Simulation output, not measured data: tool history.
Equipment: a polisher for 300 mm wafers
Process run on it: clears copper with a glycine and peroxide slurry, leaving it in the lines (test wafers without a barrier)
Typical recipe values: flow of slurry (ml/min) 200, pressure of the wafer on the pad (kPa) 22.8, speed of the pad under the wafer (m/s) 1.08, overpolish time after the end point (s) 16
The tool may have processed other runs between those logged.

run    hour  flow of slurry (ml/min)  pressure of the wafer on the pad (kPa)  speed of the pad under the wafer (m/s)  overpolish time after the end point (s)  wafers since the last listed run  wafers polished on this pad  hours since the slurry nozzle was cleaned  hours since the head pressure was calibrated  incoming thickness of the incoming film, nm  time until the end point was called (s)  dishing of a wide line in a test structure (nm)
  1       0                      235                                    22.8                                    1.08                                       16                                 0                         1486                                      533.6                                         287.2                                          425                                     61.6                                             63.4
  2    84.8                      235                                    22.8                                    1.08                                       16                               788                         2274                                      618.4                                           372                                        416.5                                     62.6                                             60.3
  3   134.2                      235                                    22.8                                    1.08                                       16                               459                         2733                                      667.8                                         421.4                                        422.4                                     63.8                                             62.5
  4   199.9                      200                                    22.8                                    0.82                                       16                               610                         3344                                      733.5                                         487.1                                        415.9                                     83.6                                             49.7
      238.2  -- worn pad replaced by a new one
      241.6  -- head pressure recalibrated
      267.4  -- slurry nozzle cleaned
  5   268.4                      200                                    22.8                                    1.08                                       16                               571                          253                                          1                                          26.8                                        420.1                                     58.2                                             69.6
  6   324.8                      200                                    22.8                                    1.08                                       16                               524                          777                                       57.4                                          83.2                                        421.4                                     58.1                                             65.8
  7   430.2                      200                                    22.8                                    1.08                                       16                               979                         1757                                      162.8                                         188.6                                        418.6                                     60.5                                             64.6
  8   513.1                      200                                    22.8                                    1.08                                       16                               770                         2527                                      245.7                                         271.5                                        418.6                                     61.3                                             62.1
      595.6  -- worn pad replaced by a new one
  9   608.1                      200                                    22.8                                    1.08                                       16                               845                          116                                      340.7                                         366.5                                        415.5                                     62.4                                             62.6
 10   682.7                      200                                    22.8                                    1.08                                       16                               693                          809                                      415.3                                         441.1                                        415.3                                     62.7                                             62.3
 11   779.6                      200                                    22.8                                    1.08                                       16                               900                         1710                                      512.2                                           538                                        422.5                                     65.3                                             59.7
      799.9  -- head pressure recalibrated
 12   834.9                      200                                    22.8                                    1.08                                       16                               495                         2205                                      567.5                                            35                                          413                                     57.6                                             64.7
 13     896                      200                                    22.8                                    1.08                                       16                               567                         2773                                      628.6                                          96.1                                        423.1                                     61.3                                             66.7
 14   990.4                      200                                    22.8                                    0.82                                       16                               877                         3651                                        723                                         190.5                                        418.9                                     78.2                                             54.8
     1018.6  -- worn pad replaced by a new one
     1049.4  -- slurry nozzle cleaned
 15  1070.1                      250                                    15.2                                    1.08                                       12                               694                          469                                       20.7                                         270.2                                        413.3                                     74.9                                             40.7
 16  1165.9                      165                                    19.3                                    1.36                                       24                               890                         1360                                      116.5                                           366                                        425.8                                     59.4                                             88.2
 17  1257.3                      230                                    24.8                                    1.36                                       16                               849                         2209                                      207.9                                         457.4                                        420.4                                     47.2                                             77.4
     1271.2  -- head pressure recalibrated
 18  1305.8                      200                                    30.3                                    1.08                                        8                               432                         2642                                      256.4                                          34.6                                        418.4                                     47.4                                             44.4
     1361.2  -- worn pad replaced by a new one
 19  1411.7                      200                                    22.8                                     1.2                                       24                               947                          469                                      362.3                                         140.5                                        416.4                                     55.1                                               91
 20  1501.7                      150                                    22.8                                    0.82                                       16                               836                         1306                                      452.3                                         230.5                                          422                                       83                                             49.7
 21  1548.7                      200                                    22.8                                    1.08                                       16                               436                         1743                                      499.3                                         277.5                                        417.2                                     61.8                                               63
 22  1646.1                      200                                      20                                    1.08                                       25                               905                         2648                                      596.7                                         374.9                                        413.7                                     68.8                                             81.2
     1733.8  -- worn pad replaced by a new one
 23  1739.3                      220                                    22.8                                    1.08                                        7                               829                           51                                      689.9                                         468.1                                        426.1                                     64.5                                             30.5
     1767.1  -- head pressure recalibrated
 24  1807.5                      140                                    22.8                                    1.08                                       25                               615                          666                                      758.1                                          40.4                                        419.2                                     64.8                                             85.9
 25  1878.3                      200                                    22.8                                    1.08                                        6                               658                         1325                                      828.9                                         111.2                                        423.5                                     60.6                                             27.4
 26    1960                      200                                    22.8                                    1.08                                       16                               759                         2084                                      910.6                                         192.9                                        415.8                                       61                                             64.6

What if the next run were any one of these 4? Each begins from the tool's condition after run 26:
  A  1960.4                      200                                    22.8                                     1.2                                       16                                 3                         2088                                        911                                         193.3                                        415.4                                        ?                                                ?
  B  1960.4                      145                                    22.8                                    1.08                                       16                                 3                         2088                                        911                                         193.3                                        415.4                                        ?                                                ?
  C  1960.4                      245                                    17.9                                    0.86                                       25                                 3                         2088                                        911                                         193.3                                        415.4                                        ?                                                ?
  D  1960.4                      200                                    22.8                                    1.08                                       12                                 3                         2088                                        911                                         193.3                                        415.4                                        ?                                                ?

run  time until the end point was called (s)  dishing of a wide line in a test structure (nm)
  A                                     55.7                                             67.5
  B                                       66                                               59
  C                                     83.8                                             69.4
  D                                       61                                             49.5
With the hidden condition removed and each run's random variation left untouched, the same runs would have given:
run  time until the end point was called (s)  dishing of a wide line in a test structure (nm)
  A                                     51.2                                             72.3
  B                                     59.3                                             64.5
  C                                       78                                             73.5
  D                                     56.1                                             53.2
